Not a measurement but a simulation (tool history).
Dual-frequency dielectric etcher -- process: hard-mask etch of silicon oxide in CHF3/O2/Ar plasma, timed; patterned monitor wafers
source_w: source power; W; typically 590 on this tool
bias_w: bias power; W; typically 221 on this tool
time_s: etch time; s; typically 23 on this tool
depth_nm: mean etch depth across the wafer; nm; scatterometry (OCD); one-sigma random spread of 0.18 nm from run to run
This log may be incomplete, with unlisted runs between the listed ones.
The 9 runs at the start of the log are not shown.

run   hour  source_w  bias_w  time_s  read-back reference wafer on the same gauge, depth_nm  depth_nm
 10  139.8       590     221      23                                                  43.55     46.56
     149.5  -- source power generator calibrated
 11  171.2       590     221      23                                                  43.63     46.82
 12  181.3       510     221      23                                                   43.7     43.47
 13  191.1       510     221      23                                                  43.61     43.52
     220.8  -- bias power generator calibrated
     228.5  -- upper electrode replaced
 14    229       590     188      19                                                  43.61     36.32
 15  229.3       590     188      19                                                  43.58     36.55
 16  230.5       640     175      23                                                  43.65      44.2
 17  239.5       710     244    16.5                                                  43.61     38.54
     265.4  -- wet clean of the chamber
 18  265.9       690     252    29.5                                                   43.6     66.26
 19  266.3       590     206    27.5                                                  43.64      52.5
 20  277.3       590     269    17.5                                                  43.65     37.67
     282.9  -- gauge calibrated
 21  283.8       590     221      23                                                   43.6     45.15
 22  290.6       670     221    29.5                                                   43.6     62.03
 23  298.7       590     221      23                                                  43.61     45.71
 24    309       590     221      23                                                  43.56     45.73
 25  324.8       480     221      23                                                  43.66     41.15
 26  341.1       590     257      29                                                  43.64     61.49
 27  350.9       590     221    29.5                                                  43.62     58.78

Run 28 comes next. What will it give?
 28  360.6       490     221    17.5                                                      ?         ?

{"run 28": {"read-back reference wafer on the same gauge, depth_nm": 43.61, "depth_nm": 31.72}}
Without the tool's hidden state the same run would have given depth_nm 31.26 nm.
